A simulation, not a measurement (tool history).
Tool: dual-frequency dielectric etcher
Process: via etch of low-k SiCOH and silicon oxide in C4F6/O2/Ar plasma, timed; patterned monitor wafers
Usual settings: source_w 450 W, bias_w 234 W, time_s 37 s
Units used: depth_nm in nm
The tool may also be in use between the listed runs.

run	hour	source_w	bias_w	time_s	read-back reference wafer on the same gauge, depth_nm	depth_nm
1	0	430	234	33.5	89	97.7
2	30.8	430	234	33.5	89	97.9
3	76.2	370	234	37	89	104.6
4	121.8	450	234	37	89	109.6
5	166.9	500	234	37	89	113
6	209.2	500	234	37	89	112.9
7	266.1	450	234	37	89	109.9
# hour 325: wet clean of the chamber
8	326.2	450	234	37	89	108.8
9	361.1	450	234	37	89	108.6
10	392.3	380	234	32	89	90.3
# hour 406.7: source power generator calibrated
11	444.3	450	234	37	89	107.8
# hour 487.8: bias power generator calibrated
# hour 538.6: upper electrode replaced
# hour 577.6: gauge calibrated
12	638.7	400	204	33	89	90
13	694.3	500	266	32	89	101
# hour 727.5: wet clean of the chamber
14	728	450	234	37	89	107.8
15	758.9	400	257	32.5	89	95.2
16	790.1	450	278	37	89	114.8
17	852.9	370	271	31.5	89	92.5
18	915	450	234	37	89	108.6
19	974.2	380	195	37	89	98.5
20	1044.2	540	177	37	89	104.6
21	1070.5	420	191	37	89	100.5

Difference, measured minus no-hidden-state, one row per run. Run-to-run variation is common to both terms; the gauge's own scatter need not be:
Hidden state present: etch rate over this chamber's usual, %; source power that arrives over what is set, %; bias power that arrives over what is set, %; gauge reads high (%).
run	depth_nm
1	+1.8
2	+1.9
3	+2.2
4	+2.4
5	+2.6
6	+2.8
7	+3
8	+1.5
9	+1.6
10	+1.4
11	+0.8
12	+1.5
13	+1.9
14	+0.7
15	+0.7
16	+1
17	+1.1
18	+1.6
19	+1.7
20	+2.1
21	+2.1
